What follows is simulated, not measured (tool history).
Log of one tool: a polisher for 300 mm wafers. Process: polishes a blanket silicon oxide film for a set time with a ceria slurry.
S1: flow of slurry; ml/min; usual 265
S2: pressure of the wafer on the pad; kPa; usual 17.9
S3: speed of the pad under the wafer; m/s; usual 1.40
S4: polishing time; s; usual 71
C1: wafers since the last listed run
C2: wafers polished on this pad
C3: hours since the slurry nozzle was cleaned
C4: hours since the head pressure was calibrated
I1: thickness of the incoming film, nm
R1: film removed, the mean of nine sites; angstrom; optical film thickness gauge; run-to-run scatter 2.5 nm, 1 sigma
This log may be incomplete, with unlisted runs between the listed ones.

run 1 hour=0.0 | S1=265 S2=17.9 S3=1.40 S4=71 | C1=0 C2=660 C3=604.6 C4=580.4 | I1=1338.2 | R1=4082
run 2 hour=15.6 | S1=265 S2=17.9 S3=1.40 S4=71 | C1=209 C2=869 C3=620.2 C4=596.0 | I1=1317.0 | R1=4084
run 3 hour=42.5 | S1=265 S2=17.9 S3=1.40 S4=71 | C1=360 C2=1230 C3=647.1 C4=622.9 | I1=1326.5 | R1=3986
-- hour=50.3 worn pad replaced by a new one
run 4 hour=76.0 | S1=190 S2=17.9 S3=1.40 S4=71 | C1=395 C2=345 C3=680.6 C4=656.4 | I1=1320.3 | R1=3922
run 5 hour=110.1 | S1=190 S2=17.9 S3=1.40 S4=71 | C1=457 C2=802 C3=714.7 C4=690.5 | I1=1333.8 | R1=3909
run 6 hour=127.8 | S1=190 S2=17.9 S3=1.40 S4=71 | C1=237 C2=1040 C3=732.4 C4=708.2 | I1=1344.7 | R1=3827
run 7 hour=156.8 | S1=265 S2=17.9 S3=1.40 S4=71 | C1=389 C2=1429 C3=761.4 C4=737.2 | I1=1328.3 | R1=3951
-- hour=173.2 head pressure recalibrated
-- hour=175.7 worn pad replaced by a new one
run 8 hour=179.9 | S1=320 S2=22.1 S3=1.40 S4=71 | C1=249 C2=56 C3=784.5 C4=6.7 | I1=1340.2 | R1=5079
-- hour=187.0 slurry nozzle cleaned
run 9 hour=207.3 | S1=320 S2=22.1 S3=1.40 S4=71 | C1=354 C2=410 C3=20.3 C4=34.1 | I1=1331.7 | R1=5072
run 10 hour=239.4 | S1=265 S2=17.9 S3=1.40 S4=71 | C1=430 C2=841 C3=52.4 C4=66.2 | I1=1327.2 | R1=4040
run 11 hour=263.4 | S1=265 S2=17.9 S3=1.40 S4=71 | C1=321 C2=1163 C3=76.4 C4=90.2 | I1=1313.0 | R1=4014
-- hour=281.6 worn pad replaced by a new one
run 12 hour=299.0 | S1=265 S2=17.9 S3=1.56 S4=80 | C1=423 C2=233 C3=112.0 C4=125.8 | I1=1328.2 | R1=5006
run 13 hour=315.8 | S1=265 S2=22.1 S3=1.40 S4=96 | C1=225 C2=458 C3=128.8 C4=142.6 | I1=1339.6 | R1=6807
run 14 hour=330.8 | S1=265 S2=17.9 S3=1.40 S4=71 | C1=201 C2=659 C3=143.8 C4=157.6 | I1=1334.5 | R1=4085
run 15 hour=346.4 | S1=265 S2=17.9 S3=1.40 S4=71 | C1=209 C2=869 C3=159.4 C4=173.2 | I1=1332.1 | R1=4010
run 16 hour=368.6 | S1=360 S2=17.9 S3=1.84 S4=71 | C1=297 C2=1167 C3=181.6 C4=195.4 | I1=1318.9 | R1=4930
-- hour=398.9 worn pad replaced by a new one
run 17 hour=402.3 | S1=175 S2=17.9 S3=1.40 S4=59 | C1=398 C2=45 C3=215.3 C4=229.1 | I1=1331.3 | R1=3170
run 18 hour=425.6 | S1=170 S2=22.1 S3=1.40 S4=71 | C1=312 C2=357 C3=238.6 C4=252.4 | I1=1319.7 | R1=4620
run 19 hour=452.7 | S1=265 S2=17.9 S3=1.40 S4=71 | C1=363 C2=721 C3=265.7 C4=279.5 | I1=1335.6 | R1=4065
run 20 hour=478.4 | S1=215 S2=17.9 S3=1.40 S4=71 | C1=344 C2=1066 C3=291.4 C4=305.2 | I1=1341.4 | R1=3879
run 21 hour=497.6 | S1=265 S2=13.1 S3=1.40 S4=71 | C1=257 C2=1323 C3=310.6 C4=324.4 | I1=1331.9 | R1=2891
-- hour=507.4 worn pad replaced by a new one
run 22 hour=529.9 | S1=265 S2=17.9 S3=1.40 S4=71 | C1=379 C2=302 C3=342.9 C4=356.7 | I1=1342.1 | R1=4128
run 23 hour=552.8 | S1=185 S2=17.9 S3=1.40 S4=71 | C1=307 C2=609 C3=365.8 C4=379.6 | I1=1336.6 | R1=3869

Each row is a separate what-if for the run after 23, all from the same tool condition, not one after another. Results?
run A hour=553.2 | S1=265 S2=17.9 S3=1.40 S4=71 | C1=5 C2=614 C3=366.2 C4=380.0 | I1=1304.9 | R1=?
run B hour=553.2 | S1=230 S2=17.9 S3=1.40 S4=71 | C1=5 C2=614 C3=366.2 C4=380.0 | I1=1304.9 | R1=?
run C hour=553.2 | S1=320 S2=20.7 S3=1.70 S4=71 | C1=5 C2=614 C3=366.2 C4=380.0 | I1=1304.9 | R1=?
run D hour=553.2 | S1=265 S2=17.9 S3=0.96 S4=71 | C1=5 C2=614 C3=366.2 C4=380.0 | I1=1304.9 | R1=?
run E hour=553.2 | S1=215 S2=17.9 S3=1.40 S4=53 | C1=5 C2=614 C3=366.2 C4=380.0 | I1=1304.9 | R1=?

run=A R1=4059
run=B R1=3990
run=C R1=5415
run=D R1=3220
run=E R1=2951
Stripped of hidden state, with their random variation kept, the same runs would have yielded:
run=A R1=4128
run=B R1=4058
run=C R1=5507
run=D R1=3275
run=E R1=3001
